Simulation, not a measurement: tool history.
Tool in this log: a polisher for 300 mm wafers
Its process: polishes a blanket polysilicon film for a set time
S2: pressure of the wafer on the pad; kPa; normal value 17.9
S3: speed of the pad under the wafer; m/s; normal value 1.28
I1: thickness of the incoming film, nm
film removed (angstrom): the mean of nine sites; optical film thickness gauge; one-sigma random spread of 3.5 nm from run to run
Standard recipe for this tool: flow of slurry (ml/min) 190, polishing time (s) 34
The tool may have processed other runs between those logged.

Run 1, hour 0: usual settings; I1 1816.9. Result: film removed (angstrom) 3579.
Run 2, hour 73.9: usual settings; I1 1809. Result: film removed (angstrom) 3594.
Run 3, hour 141.2: usual settings; I1 1795. Result: film removed (angstrom) 3504.
Run 4, hour 232.6: usual settings; I1 1824. Result: film removed (angstrom) 3567.
Run 5, hour 307.8: usual settings; I1 1797.7. Result: film removed (angstrom) 3524.
At hour 366.5: head pressure recalibrated.
Run 6, hour 411.1: usual settings; I1 1799.5. Result: film removed (angstrom) 3423.
Run 7, hour 452.6: usual settings; I1 1814.2. Result: film removed (angstrom) 3499.
Run 8, hour 524.9: usual settings; I1 1802.8. Result: film removed (angstrom) 3451.
At hour 588.8: worn pad replaced by a new one.
Run 9, hour 626.6: usual settings; I1 1800.3. Result: film removed (angstrom) 3579.
At hour 642.6: slurry nozzle cleaned.
Run 10, hour 694.5: usual settings; I1 1823.9. Result: film removed (angstrom) 3607.
Run 11, hour 748.5: usual settings but polishing time (s) 24; I1 1791.9. Result: film removed (angstrom) 2507.
Run 12, hour 791: usual settings but polishing time (s) 24; I1 1826.7. Result: film removed (angstrom) 2564.
Run 13, hour 847.6: usual settings but polishing time (s) 24; I1 1795.9. Result: film removed (angstrom) 2495.
Run 14, hour 909.6: usual settings; I1 1818.8. Result: film removed (angstrom) 3579.
Run 15, hour 955.3: usual settings; I1 1806.2. Result: film removed (angstrom) 3470.
At hour 1203.2: head pressure recalibrated.
Run 16, hour 1263.1: usual settings but polishing time (s) 30; I1 1781.6. Result: film removed (angstrom) 3036.
At hour 1284.3: worn pad replaced by a new one.
Run 17, hour 1347.5: usual settings but flow of slurry (ml/min) 205, S3 0.88 m/s; I1 1784.9. Result: film removed (angstrom) 2493.
Run 18, hour 1408.2: usual settings but flow of slurry (ml/min) 220, S2 13.8 kPa, S3 0.9 m/s, polishing time (s) 40; I1 1799.5. Result: film removed (angstrom) 2415.
At hour 1457.8: slurry nozzle cleaned.
Run 19, hour 1509.1: usual settings but flow of slurry (ml/min) 125, S2 15.9 kPa, polishing time (s) 37; I1 1794. Result: film removed (angstrom) 3238.
Run 20, hour 1616.2: usual settings but flow of slurry (ml/min) 220, S3 1.02 m/s, polishing time (s) 27; I1 1829.9. Result: film removed (angstrom) 2272.
Run 21, hour 1690.6: usual settings; I1 1793.3. Result: film removed (angstrom) 3501.
Run 22, hour 1734.6: usual settings but flow of slurry (ml/min) 225, S3 0.98 m/s; I1 1806.4. Result: film removed (angstrom) 2775.
Run 23, hour 1783.7: usual settings but flow of slurry (ml/min) 140, S3 0.88 m/s; I1 1819.1. Result: film removed (angstrom) 2295.
At hour 1844.8: head pressure recalibrated.
Run 24, hour 1845.7: usual settings but flow of slurry (ml/min) 210, polishing time (s) 25; I1 1791.9. Result: film removed (angstrom) 2575.
Run 25, hour 1902.9: usual settings but flow of slurry (ml/min) 215, S2 24.1 kPa; I1 1823.7. Result: film removed (angstrom) 4593.
Run 26, hour 1972.8: usual settings but flow of slurry (ml/min) 145, S2 20 kPa, S3 1.16 m/s, polishing time (s) 41; I1 1826.8. Result: film removed (angstrom) 3966.
Run 27, hour 2069.4: usual settings but flow of slurry (ml/min) 125, S2 13.8 kPa, polishing time (s) 39; I1 1796.3. Result: film removed (angstrom) 2902.
At hour 2093.2: worn pad replaced by a new one.
Run 28, hour 2107.3: usual settings; I1 1798.5. Result: film removed (angstrom) 3616.
Run 29, hour 2208.3: usual settings; I1 1814.4. Result: film removed (angstrom) 3570.
At hour 2223.1: slurry nozzle cleaned.
Run 30, hour 2262.7: usual settings but S2 24.1 kPa, S3 1.08 m/s; I1 1792.7. Result: film removed (angstrom) 3977.
Run 31, hour 2366.2: usual settings; I1 1844.4. Result: film removed (angstrom) 3567.
Run 32, hour 2418.5: usual settings but flow of slurry (ml/min) 240, S2 22.1 kPa; I1 1807.9. Result: film removed (angstrom) 4410.
Run 33, hour 2519.6: usual settings; I1 1836. Result: film removed (angstrom) 3501.
At hour 2598.3: head pressure recalibrated.
Run 34, hour 2617.5: usual settings but flow of slurry (ml/min) 240, S2 15.2 kPa, polishing time (s) 26; I1 1793.6. Result: film removed (angstrom) 2325.
Run 35, hour 2677.6: usual settings but flow of slurry (ml/min) 235, S2 23.4 kPa, S3 1.64 m/s, polishing time (s) 40; I1 1786.8. Result: film removed (angstrom) 6812.
Run 36, hour 2750.4: usual settings but S2 20.7 kPa, polishing time (s) 44; I1 1810.4. Result: film removed (angstrom) 5084.
At hour 2763: worn pad replaced by a new one.
Run 37, hour 2795.3: usual settings but S3 1.04 m/s; I1 1770.8. Result: film removed (angstrom) 2993.
At hour 2962.7: slurry nozzle cleaned.
Run 38, hour 3115.1: usual settings but flow of slurry (ml/min) 240, S2 13.8 kPa, S3 1.44 m/s, polishing time (s) 43; I1 1781.4. Result: film removed (angstrom) 4112.

Branching from run 38: 3 alternative next runs. What would each branch give?
Run A, hour 3115.5: usual settings but flow of slurry (ml/min) 225; I1 1831.2. Result: film removed (angstrom) ?.
Run B, hour 3115.5: usual settings but S2 22.1 kPa; I1 1831.2. Result: film removed (angstrom) ?.
Run C, hour 3115.5: usual settings but S3 1.1 m/s; I1 1831.2. Result: film removed (angstrom) ?.

run  film removed (angstrom)
  A                     3683
  B                     4356
  C                     3100
Without the tool's hidden state the same runs would have given:
run  film removed (angstrom)
  A                     3801
  B                     4494
  C                     3199
